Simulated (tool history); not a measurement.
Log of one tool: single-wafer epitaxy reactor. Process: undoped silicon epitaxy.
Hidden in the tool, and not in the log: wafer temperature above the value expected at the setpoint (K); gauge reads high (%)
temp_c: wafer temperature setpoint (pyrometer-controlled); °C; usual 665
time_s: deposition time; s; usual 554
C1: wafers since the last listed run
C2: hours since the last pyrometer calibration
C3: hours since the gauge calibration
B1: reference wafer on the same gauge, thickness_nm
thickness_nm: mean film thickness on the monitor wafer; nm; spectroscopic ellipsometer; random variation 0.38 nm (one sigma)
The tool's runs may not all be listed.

run 1 hour=0 | temp_c=665 time_s=554 | C1=0 C2=1803.2 C3=290.4 | B1=138.066 | thickness_nm=139.179
-- hour=14.4 gauge calibrated
run 2 hour=25 | temp_c=665 time_s=554 | C1=58 C2=1828.2 C3=10.6 | B1=138.058 | thickness_nm=139.589
run 3 hour=55.4 | temp_c=665 time_s=554 | C1=71 C2=1858.6 C3=41 | B1=137.972 | thickness_nm=138.807
run 4 hour=73.1 | temp_c=665 time_s=554 | C1=41 C2=1876.3 C3=58.7 | B1=137.926 | thickness_nm=139.2
run 5 hour=98.3 | temp_c=665 time_s=554 | C1=59 C2=1901.5 C3=83.9 | B1=138.121 | thickness_nm=138.695
run 6 hour=116.2 | temp_c=665 time_s=554 | C1=42 C2=1919.4 C3=101.8 | B1=138.076 | thickness_nm=139.16
run 7 hour=133.3 | temp_c=665 time_s=516 | C1=40 C2=1936.5 C3=118.9 | B1=138.046 | thickness_nm=129.614
run 8 hour=161.9 | temp_c=665 time_s=516 | C1=67 C2=1965.1 C3=147.5 | B1=138.036 | thickness_nm=129.699
run 9 hour=174.8 | temp_c=665 time_s=469 | C1=30 C2=1978 C3=160.4 | B1=137.846 | thickness_nm=117.832
run 10 hour=190.5 | temp_c=665 time_s=469 | C1=36 C2=1993.7 C3=176.1 | B1=137.926 | thickness_nm=118.203
run 11 hour=203.9 | temp_c=665 time_s=469 | C1=31 C2=2007.1 C3=189.5 | B1=137.907 | thickness_nm=117.864
-- hour=212.8 pyrometer calibrated
run 12 hour=225.9 | temp_c=677 time_s=643 | C1=32 C2=13.1 C3=211.5 | B1=137.975 | thickness_nm=200.57
run 13 hour=259 | temp_c=655 time_s=485 | C1=77 C2=46.2 C3=244.6 | B1=137.95 | thickness_nm=100.67
run 14 hour=274.3 | temp_c=660 time_s=554 | C1=35 C2=61.5 C3=259.9 | B1=138.036 | thickness_nm=126.762
-- hour=288.7 gauge calibrated
run 15 hour=301.2 | temp_c=665 time_s=516 | C1=63 C2=88.4 C3=12.5 | B1=138.05 | thickness_nm=129.503
run 16 hour=331.9 | temp_c=665 time_s=554 | C1=72 C2=119.1 C3=43.2 | B1=137.887 | thickness_nm=139.388
run 17 hour=355.1 | temp_c=653 time_s=478 | C1=54 C2=142.3 C3=66.4 | B1=138.203 | thickness_nm=95.676
run 18 hour=367.6 | temp_c=678 time_s=483 | C1=29 C2=154.8 C3=78.9 | B1=138.073 | thickness_nm=153.436
run 19 hour=383.3 | temp_c=654 time_s=465 | C1=36 C2=170.5 C3=94.6 | B1=138 | thickness_nm=94.932
run 20 hour=403.9 | temp_c=656 time_s=627 | C1=48 C2=191.1 C3=115.2 | B1=138.074 | thickness_nm=132.72
run 21 hour=437.8 | temp_c=660 time_s=652 | C1=79 C2=225 C3=149.1 | B1=138.216 | thickness_nm=149.144
run 22 hour=462 | temp_c=665 time_s=614 | C1=56 C2=249.2 C3=173.3 | B1=137.977 | thickness_nm=154.386

The tool's hidden state at each run:
wafer temperature above the value expected at the setpoint (K): 0 in every run
gauge reads high (%): 0 in every run
